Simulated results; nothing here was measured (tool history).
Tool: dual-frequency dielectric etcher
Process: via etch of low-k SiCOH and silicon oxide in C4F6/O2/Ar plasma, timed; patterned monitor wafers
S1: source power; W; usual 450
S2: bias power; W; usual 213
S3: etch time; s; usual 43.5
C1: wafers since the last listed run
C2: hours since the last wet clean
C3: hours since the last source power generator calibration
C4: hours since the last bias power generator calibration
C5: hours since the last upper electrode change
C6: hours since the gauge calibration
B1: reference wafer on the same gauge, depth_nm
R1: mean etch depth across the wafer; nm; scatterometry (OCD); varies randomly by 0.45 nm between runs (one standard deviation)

run 1 hour=0 | S1=400 S2=213 S3=50 | C1=0 C2=213.8 C3=2652.4 C4=3788.3 C5=3752.1 C6=722.2 | B1=118.4 | R1=147.1
run 2 hour=20.8 | S1=450 S2=213 S3=43.5 | C1=278 C2=234.6 C3=2673.2 C4=3809.1 C5=3772.9 C6=743 | B1=118.3 | R1=134.7
run 3 hour=48 | S1=450 S2=213 S3=43.5 | C1=363 C2=261.8 C3=2700.4 C4=3836.3 C5=3800.1 C6=770.2 | B1=118.3 | R1=135
run 4 hour=76.3 | S1=450 S2=213 S3=43.5 | C1=378 C2=290.1 C3=2728.7 C4=3864.6 C5=3828.4 C6=798.5 | B1=118.3 | R1=134.9
run 5 hour=92.4 | S1=450 S2=213 S3=43.5 | C1=215 C2=306.2 C3=2744.8 C4=3880.7 C5=3844.5 C6=814.6 | B1=118.1 | R1=135.2
run 6 hour=127.1 | S1=450 S2=213 S3=43.5 | C1=464 C2=340.9 C3=2779.5 C4=3915.4 C5=3879.2 C6=849.3 | B1=118 | R1=135
run 7 hour=167.5 | S1=450 S2=213 S3=43.5 | C1=540 C2=381.3 C3=2819.9 C4=3955.8 C5=3919.6 C6=889.7 | B1=117.8 | R1=134.6
-- hour=197.2 wet clean of the chamber
run 8 hour=201.5 | S1=450 S2=213 S3=33.5 | C1=133 C2=4.3 C3=2853.9 C4=3989.8 C5=3953.6 C6=923.7 | B1=117.8 | R1=103.8
run 9 hour=222.4 | S1=450 S2=213 S3=38 | C1=279 C2=25.2 C3=2874.8 C4=4010.7 C5=3974.5 C6=944.6 | B1=117.8 | R1=117
-- hour=242 bias power generator calibrated
run 10 hour=251.6 | S1=450 S2=213 S3=43.5 | C1=336 C2=54.4 C3=2904 C4=9.6 C5=4003.7 C6=973.8 | B1=117.8 | R1=134.8
-- hour=276.7 gauge calibrated
run 11 hour=286.4 | S1=510 S2=178 S3=50 | C1=465 C2=89.2 C3=2938.8 C4=44.4 C5=4038.5 C6=9.7 | B1=119.9 | R1=156.2
run 12 hour=307.5 | S1=450 S2=213 S3=43.5 | C1=282 C2=110.3 C3=2959.9 C4=65.5 C5=4059.6 C6=30.8 | B1=119.9 | R1=136.3
-- hour=361.4 upper electrode replaced
-- hour=361.9 source power generator calibrated
run 13 hour=362.4 | S1=450 S2=213 S3=43.5 | C1=406 C2=165.2 C3=0.5 C4=120.4 C5=1 C6=85.7 | B1=119.6 | R1=136.7
run 14 hour=437.2 | S1=450 S2=174 S3=37 | C1=1000 C2=240 C3=75.3 C4=195.2 C5=75.8 C6=160.5 | B1=119.5 | R1=108.3
run 15 hour=470.5 | S1=450 S2=234 S3=43.5 | C1=445 C2=273.3 C3=108.6 C4=228.5 C5=109.1 C6=193.8 | B1=119.5 | R1=140.2
run 16 hour=491.7 | S1=450 S2=213 S3=43.5 | C1=283 C2=294.5 C3=129.8 C4=249.7 C5=130.3 C6=215 | B1=119.4 | R1=136.5
run 17 hour=510.5 | S1=400 S2=161 S3=43.5 | C1=251 C2=313.3 C3=148.6 C4=268.5 C5=149.1 C6=233.8 | B1=119.3 | R1=116.9
run 18 hour=542.4 | S1=390 S2=196 S3=35.5 | C1=426 C2=345.2 C3=180.5 C4=300.4 C5=181 C6=265.7 | B1=119.2 | R1=101.4
run 19 hour=564.1 | S1=350 S2=183 S3=43.5 | C1=290 C2=366.9 C3=202.2 C4=322.1 C5=202.7 C6=287.4 | B1=119.3 | R1=115.3
run 20 hour=579.6 | S1=480 S2=232 S3=43.5 | C1=207 C2=382.4 C3=217.7 C4=337.6 C5=218.2 C6=302.9 | B1=119.2 | R1=143.8
-- hour=609.3 wet clean of the chamber
run 21 hour=609.8 | S1=450 S2=213 S3=43.5 | C1=82 C2=0.5 C3=247.9 C4=367.8 C5=248.4 C6=333.1 | B1=119.1 | R1=136.3
run 22 hour=633.4 | S1=450 S2=213 S3=43.5 | C1=315 C2=24.1 C3=271.5 C4=391.4 C5=272 C6=356.7 | B1=119.1 | R1=136.7
run 23 hour=648.7 | S1=510 S2=198 S3=52.5 | C1=204 C2=39.4 C3=286.8 C4=406.7 C5=287.3 C6=372 | B1=119.1 | R1=168.5
run 24 hour=681.8 | S1=380 S2=176 S3=33 | C1=442 C2=72.5 C3=319.9 C4=439.8 C5=320.4 C6=405.1 | B1=119 | R1=89.8
run 25 hour=711.8 | S1=400 S2=192 S3=49 | C1=401 C2=102.5 C3=349.9 C4=469.8 C5=350.4 C6=435.1 | B1=118.9 | R1=139.6
run 26 hour=745.4 | S1=510 S2=213 S3=43.5 | C1=449 C2=136.1 C3=383.5 C4=503.4 C5=384 C6=468.7 | B1=118.8 | R1=143.2

The next listed run, before its measurement:
run 27 hour=770.3 | S1=550 S2=172 S3=43.5 | C1=332 C2=161 C3=408.4 C4=528.3 C5=408.9 C6=493.6 | B1=? | R1=?

Run 27 measured B1 118.8, R1 137.4 nm.
The same run, on a tool lacking any hidden state, would have yielded R1 138.9 nm.

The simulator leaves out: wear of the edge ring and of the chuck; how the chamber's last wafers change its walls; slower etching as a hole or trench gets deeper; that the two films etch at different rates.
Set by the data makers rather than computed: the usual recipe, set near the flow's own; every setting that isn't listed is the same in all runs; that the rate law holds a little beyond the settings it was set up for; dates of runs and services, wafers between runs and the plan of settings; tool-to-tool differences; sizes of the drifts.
